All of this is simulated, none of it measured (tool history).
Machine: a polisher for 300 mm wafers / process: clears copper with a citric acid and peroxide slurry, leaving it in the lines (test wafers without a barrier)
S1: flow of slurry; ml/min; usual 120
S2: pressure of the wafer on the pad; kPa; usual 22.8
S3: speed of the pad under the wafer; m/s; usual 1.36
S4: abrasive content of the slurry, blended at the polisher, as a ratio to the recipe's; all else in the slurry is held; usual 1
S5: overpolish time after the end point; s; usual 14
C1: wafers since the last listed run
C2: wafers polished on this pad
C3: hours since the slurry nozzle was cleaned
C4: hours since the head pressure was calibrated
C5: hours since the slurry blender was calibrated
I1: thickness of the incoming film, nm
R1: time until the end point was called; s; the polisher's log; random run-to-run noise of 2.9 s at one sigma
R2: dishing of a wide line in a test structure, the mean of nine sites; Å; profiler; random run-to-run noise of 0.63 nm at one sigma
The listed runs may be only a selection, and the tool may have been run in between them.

run,hour,S1,S2,S3,S4,S5,C1,C2,C3,C4,C5,I1,R1,R2
1,0,105,22.8,1.36,1.15,14,0,680,308.1,111.8,58,476.6,181.4,269
2,61.6,120,22.8,1.36,1,14,259,940,369.7,173.4,119.6,475.8,187.9,253
# hour 98: slurry nozzle cleaned
# hour 125.5: worn pad replaced by a new one
3,131.3,120,22.8,1.36,1,14,272,24,33.3,243.1,189.3,472.6,160.6,281
# hour 159.1: head pressure recalibrated
# hour 199.8: slurry blender recalibrated
4,225.2,120,22.8,1.36,1,14,379,403,127.2,66.1,25.4,474.7,169.3,285
5,287,120,22.8,1.36,1,14,260,664,189,127.9,87.2,463.8,170.6,275
6,325.4,120,22.8,1.36,1,14,162,826,227.4,166.3,125.6,469.8,172.8,278
7,370.6,120,22.8,1.36,1,14,190,1017,272.6,211.5,170.8,462.3,174.7,268
# hour 413.9: slurry blender recalibrated
8,422.2,120,22.8,1.36,1,14,209,1226,324.2,263.1,8.3,467.7,173.9,259
# hour 457.8: head pressure recalibrated
# hour 480.1: worn pad replaced by a new one
9,485,120,22.8,1.36,1,14,239,20,387,27.2,71.1,465.6,182.3,251
10,545.5,120,22.8,1.36,1,14,255,275,447.5,87.7,131.6,470,199.3,256
# hour 576.6: slurry nozzle cleaned
11,586.5,120,22.8,1.36,1,14,168,444,9.9,128.7,172.6,460.1,157.4,277
# hour 619: slurry blender recalibrated
12,622.9,120,15.9,1.82,1.15,14,145,589,46.3,165.1,3.9,467.6,172.3,276
13,661.6,120,22.8,1.76,1,20,163,753,85,203.8,42.6,470.1,131,476
14,702.1,120,26.2,1.58,0.85,11,170,923,125.5,244.3,83.1,466.8,128.3,286
15,735.2,135,22.8,1.36,0.9,14,139,1063,158.6,277.4,116.2,470.8,168.1,278
# hour 767.5: worn pad replaced by a new one, of another model than before
16,768,120,20,1.36,1,14,121,2,191.4,310.2,149,471.7,201.7,240
# hour 779.7: head pressure recalibrated
17,813.1,120,22.8,1.36,1,14,181,183,236.5,33.4,194.1,468.6,189.6,240
# hour 882.4: slurry blender recalibrated
18,912.6,120,26.9,1.36,1,14,411,595,336,132.9,30.2,466.5,225.3,221
19,976.2,120,22.8,1.36,1,14,268,863,399.6,196.5,93.8,466.6,321,162
# hour 977.6: slurry nozzle cleaned
20,1036.9,120,30.3,1.52,1.2,17,251,1115,59.3,257.2,154.5,463.2,134.5,400
# hour 1079.1: head pressure recalibrated
21,1082.7,120,22.8,1.36,1,10,184,1300,105.1,3.6,200.3,462.5,171.8,192
# hour 1093: worn pad replaced by a new one
# hour 1110.6: slurry blender recalibrated
22,1111.1,80,18.6,1.2,1,14,94,68,133.5,32,0.5,474.2,376.6,142

What the log doesn't show, run by run:
removal rate lost through wear of the pad, %: 0 across all the runs
deviation of the head's pressure from its setpoint, %: 0 across all the runs
abrasive missing from the slurry, %: 0 across all the runs
H1: slurry flow missing at the pad, %
run,H1
1,30.2
2,35.8
3,6.26
4,14.9
5,20.6
6,24.1
7,28.2
8,33
9,38.8
10,44.3
11,5.55
12,8.89
13,12.4
14,16.2
15,19.2
16,22.2
17,26.4
18,35.5
19,41.3
20,13.8
21,18
22,20.6

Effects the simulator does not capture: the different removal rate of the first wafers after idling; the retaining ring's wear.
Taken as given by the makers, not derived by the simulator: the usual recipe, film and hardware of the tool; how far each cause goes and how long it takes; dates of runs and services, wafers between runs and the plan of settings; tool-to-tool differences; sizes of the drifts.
